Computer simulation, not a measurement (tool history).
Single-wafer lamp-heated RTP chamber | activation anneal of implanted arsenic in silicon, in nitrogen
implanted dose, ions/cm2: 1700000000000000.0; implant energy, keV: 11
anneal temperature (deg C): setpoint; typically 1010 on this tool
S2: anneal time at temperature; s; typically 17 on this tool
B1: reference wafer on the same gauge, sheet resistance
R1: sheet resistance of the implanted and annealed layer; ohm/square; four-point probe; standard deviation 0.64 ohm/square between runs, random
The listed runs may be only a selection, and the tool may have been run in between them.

Run 1, hour 0: usual settings but anneal temperature (deg C) 993, S2 9 s; B1 144.91. Result: R1 153.39 ohm/square.
Run 2, hour 86.2: usual settings but anneal temperature (deg C) 993, S2 9 s; B1 145.03. Result: R1 150.86 ohm/square.
Run 3, hour 184.6: usual settings but anneal temperature (deg C) 994, S2 22 s; B1 145.01. Result: R1 125.52 ohm/square.
At hour 255.3: pyrometer window cleaned and pyrometer calibrated.
Run 4, hour 264.2: usual settings but anneal temperature (deg C) 994, S2 22 s; B1 145.04. Result: R1 124.9 ohm/square.
Run 5, hour 344.2: usual settings; B1 144.82. Result: R1 119.53 ohm/square.
Run 6, hour 401.4: usual settings; B1 145.01. Result: R1 119.21 ohm/square.
Run 7, hour 469.8: usual settings but anneal temperature (deg C) 1030; B1 145.03. Result: R1 104.79 ohm/square.
At hour 559.3: reflector plate cleaned.
Run 8, hour 563.7: usual settings but anneal temperature (deg C) 1030; B1 144.9. Result: R1 109.08 ohm/square.
At hour 634.6: pyrometer window cleaned and pyrometer calibrated.
Run 9, hour 655.3: usual settings but anneal temperature (deg C) 1030; B1 144.97. Result: R1 107.72 ohm/square.
Run 10, hour 710.4: usual settings; B1 145. Result: R1 120.79 ohm/square.
At hour 754.2: gauge calibrated.
Run 11, hour 772.9: usual settings; B1 145.19. Result: R1 121.04 ohm/square.
Run 12, hour 851: usual settings; B1 145.05. Result: R1 120.02 ohm/square.
Run 13, hour 900.4: usual settings; B1 145.05. Result: R1 118.89 ohm/square.
Run 14, hour 956.2: usual settings; B1 145.01. Result: R1 117.81 ohm/square.
At hour 1023.6: reflector plate cleaned.
Run 15, hour 1024.1: usual settings but anneal temperature (deg C) 988; B1 144.95. Result: R1 142.62 ohm/square.
At hour 1050.7: pyrometer window cleaned and pyrometer calibrated.
Run 16, hour 1070.6: usual settings; B1 144.79. Result: R1 121.66 ohm/square.
Run 17, hour 1128.3: usual settings but anneal temperature (deg C) 1039, S2 26 s; B1 145.06. Result: R1 92.44 ohm/square.
Run 18, hour 1170.3: usual settings but anneal temperature (deg C) 1040; B1 144.94. Result: R1 99.42 ohm/square.
Run 19, hour 1257.8: usual settings but anneal temperature (deg C) 983, S2 12 s; B1 145.07. Result: R1 150.73 ohm/square.
Run 20, hour 1331.2: usual settings but anneal temperature (deg C) 1030; B1 145.13. Result: R1 104.51 ohm/square.
Run 21, hour 1415.8: usual settings but anneal temperature (deg C) 1001, S2 13 s; B1 144.91. Result: R1 131.85 ohm/square.
At hour 1466.8: pyrometer window cleaned and pyrometer calibrated.
At hour 1488.2: reflector plate cleaned.
Run 22, hour 1502.5: usual settings; B1 145.09. Result: R1 123.98 ohm/square.
Run 23, hour 1592.4: usual settings but anneal temperature (deg C) 1039, S2 7 s; B1 145.08. Result: R1 123.83 ohm/square.
Run 24, hour 1676.5: usual settings but S2 21 s; B1 144.99. Result: R1 113.57 ohm/square.
Run 25, hour 1750.5: usual settings; B1 145.01. Result: R1 118.63 ohm/square.
Run 26, hour 1856.5: usual settings but anneal temperature (deg C) 981, S2 10 s; B1 145.01. Result: R1 154.7 ohm/square.
At hour 1883.7: pyrometer window cleaned and pyrometer calibrated.
At hour 1887.5: gauge calibrated.
Run 27, hour 1942: usual settings but anneal temperature (deg C) 1030, S2 24 s; B1 144.89. Result: R1 96.51 ohm/square.
At hour 1963.4: reflector plate cleaned.
Run 28, hour 1989.3: usual settings but anneal temperature (deg C) 988, S2 12 s; B1 145.02. Result: R1 150.04 ohm/square.

Each row is a separate what-if for the run after 28, all from the same tool condition, not one after another. Results?
Run A, hour 1989.7: usual settings; B1 ?. Result: R1 ?.
Run B, hour 1989.7: usual settings but anneal temperature (deg C) 989, S2 24 s; B1 ?. Result: R1 ?.
Run C, hour 1989.7: usual settings but anneal temperature (deg C) 1001, S2 10 s; B1 ?. Result: R1 ?.

run      B1      R1
  A  145.04  123.73
  B  145.04  131.88
  C  145.04  145.03
What these runs would have given with no unlogged condition in the tool:
run      R1
  A  125.27
  B  133.58
  C  146.56
